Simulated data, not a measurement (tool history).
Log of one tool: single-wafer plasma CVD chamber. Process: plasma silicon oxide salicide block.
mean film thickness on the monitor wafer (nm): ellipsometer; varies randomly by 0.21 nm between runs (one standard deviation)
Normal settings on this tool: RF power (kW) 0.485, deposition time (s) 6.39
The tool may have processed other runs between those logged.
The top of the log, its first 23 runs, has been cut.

run     day  RF power (kW)  deposition time (s)  wafers since the last listed run  hours since the last RF generator calibration  hours since the showerhead was replaced  hours since the gauge calibration  read-back reference wafer on the same gauge, thickness_nm  mean film thickness on the monitor wafer (nm)
 24  48.775          0.455                 6.77                              1278                                          317.9                                   3344.9                              337.3                                                     53.942                                         59.611
 25  55.496          0.485                 6.39                              3082                                          479.2                                   3506.2                              498.6                                                     53.886                                         57.809
 26  57.671          0.415                 5.87                               997                                          531.4                                   3558.4                              550.8                                                     53.875                                         48.981
 27  59.279          0.515                  5.9                               737                                            570                                     3597                              589.4                                                     53.962                                         54.803
     61.246  -- showerhead replaced
 28  61.267           0.58                 6.39                               758                                          617.7                                      0.5                              637.1                                                     53.878                                         62.278
 29  62.717           0.45                 7.63                               665                                          652.5                                     35.3                              671.9                                                     53.896                                         66.431
 30  65.117          0.485                 6.39                              1100                                          710.1                                     92.9                              729.5                                                     53.915                                         57.373
 31  66.858           0.54                 6.39                               798                                          751.9                                    134.7                              771.3                                                     53.936                                         59.924
 32  68.558          0.545                  7.4                               779                                          792.7                                    175.5                              812.1                                                     53.928                                         69.868
 33  70.217           0.44                 5.54                               760                                          832.5                                    215.3                              851.9                                                     53.973                                         47.468
 34  71.958          0.435                 7.29                               798                                          874.3                                    257.1                              893.7                                                     53.861                                         62.152
 35  74.167          0.485                 6.39                              1012                                          927.3                                    310.1                              946.7                                                     53.951                                         57.255
     75.212  -- RF generator calibrated
 36  77.067          0.485                 6.39                              1177                                           44.5                                    379.7                             1016.3                                                     53.916                                         59.371
 37  79.021          0.425                 5.14                               896                                           91.4                                    426.6                             1063.2                                                      53.83                                          44.94
     79.154  -- gauge calibrated
 38  80.921          0.485                 6.39                               871                                            137                                    472.2                               42.4                                                     53.882                                         58.809

5 ways to go on from here, each from the tool as it stands after run 38. What would each give?
  A  80.938          0.485                 5.63                                 7                                          137.4                                    472.6                               42.8                                                          ?                                              ?
  B  80.938          0.555                 6.39                                 7                                          137.4                                    472.6                               42.8                                                          ?                                              ?
  C  80.938          0.405                  7.3                                 7                                          137.4                                    472.6                               42.8                                                          ?                                              ?
  D  80.938          0.425                 7.38                                 7                                          137.4                                    472.6                               42.8                                                          ?                                              ?
  E  80.938          0.405                 5.33                                 7                                          137.4                                    472.6                               42.8                                                          ?                                              ?

run  read-back reference wafer on the same gauge, thickness_nm  mean film thickness on the monitor wafer (nm)
  A                                                     53.958                                         51.782
  B                                                     53.958                                         62.375
  C                                                     53.958                                         61.573
  D                                                     53.958                                         63.766
  E                                                     53.958                                         44.957
Stripped of hidden state, with their random variation kept, the same runs would have yielded:
run  mean film thickness on the monitor wafer (nm)
  A                                          52.45
  B                                          63.18
  C                                         62.368
  D                                         64.589
  E                                         45.537
